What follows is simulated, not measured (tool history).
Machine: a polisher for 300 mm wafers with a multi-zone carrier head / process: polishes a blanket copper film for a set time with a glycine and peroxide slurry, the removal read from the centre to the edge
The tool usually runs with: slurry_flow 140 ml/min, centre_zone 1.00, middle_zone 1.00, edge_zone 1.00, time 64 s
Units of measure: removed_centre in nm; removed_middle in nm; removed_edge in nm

run,day,slurry_flow,centre_zone,middle_zone,edge_zone,time,"incoming thickness of the incoming film, nm",removed_centre,removed_middle,removed_edge
1,0.000,140,1.00,1.00,1.00,64,1561.1,300.1,299.9,295.9
2,3.462,140,1.00,1.00,1.00,64,1599.2,295.3,292.3,297.2
3,6.050,140,1.00,1.00,1.00,64,1569.8,297.3,297.3,291.4
4,8.938,140,1.00,1.00,1.00,64,1568.0,305.4,299.4,300.2
5,13.279,185,0.94,0.95,1.03,64,1619.2,301.1,301.7,319.6
6,15.408,140,1.00,1.00,1.00,64,1574.5,300.5,299.7,297.4
7,18.525,140,1.00,1.05,0.88,64,1557.1,297.9,310.8,270.7
# day 21.442: worn pad replaced by a new one
# day 22.338: carrier head's membrane replaced by a new one
8,23.658,100,1.11,1.00,1.00,64,1577.4,300.5,269.1,276.4
# day 24.729: slurry nozzle cleaned
# day 32.062: centre zone pressure recalibrated
9,33.271,110,1.00,1.09,1.07,82,1599.9,363.4,386.0,373.9
10,36.025,140,1.00,1.00,1.00,64,1583.4,298.1,296.9,291.8
11,40.079,140,1.00,0.89,0.96,64,1595.8,296.5,269.9,287.1
12,42.796,140,1.08,1.00,1.00,47,1613.0,238.5,217.6,213.9
# day 42.992: edge zone pressure recalibrated
13,45.196,140,1.00,1.00,1.12,64,1583.3,290.3,297.2,299.9
# day 47.712: slurry nozzle cleaned
14,49.346,140,1.04,1.00,1.00,51,1606.4,251.6,234.5,231.6
# day 52.225: worn pad replaced by a new one
15,53.629,175,1.10,1.00,1.00,64,1591.2,349.0,315.7,295.5
16,64.892,175,1.00,1.00,1.00,55,1616.4,269.1,267.6,264.1
17,68.067,140,1.00,1.00,1.00,64,1589.7,302.2,300.2,295.2
18,70.371,140,1.11,1.08,1.00,53,1597.7,276.2,258.0,238.5
# day 70.658: slurry nozzle cleaned
19,73.575,140,1.00,1.00,1.00,64,1602.8,292.0,298.1,295.7
20,75.625,140,1.00,1.00,1.00,64,1599.5,298.4,299.2,293.6
# day 77.392: carrier head's membrane replaced by a new one
# day 78.788: worn pad replaced by a new one
21,79.412,140,1.00,1.00,1.12,64,1594.0,295.9,295.8,306.6
22,83.050,140,0.93,1.00,0.95,64,1588.1,279.7,296.7,284.5
23,85.846,140,1.00,1.00,1.00,64,1585.1,298.5,301.7,294.2

3 options for the next run, each taken on its own from the tool as it stands now. Forecast them:
A,85.862,140,1.06,1.00,1.00,64,1590.5,?,?,?
B,85.862,140,0.89,1.00,1.04,64,1590.5,?,?,?
C,85.862,140,1.12,1.03,1.00,64,1590.5,?,?,?

run,removed_centre,removed_middle,removed_edge
A,317.9,300.1,293.7
B,266.6,300.4,299.4
C,336.1,306.5,293.6
Without the tool's hidden state the same runs would have given:
run,removed_centre,removed_middle,removed_edge
A,317.9,300.1,293.7
B,266.6,300.4,299.4
C,336.1,306.5,293.6
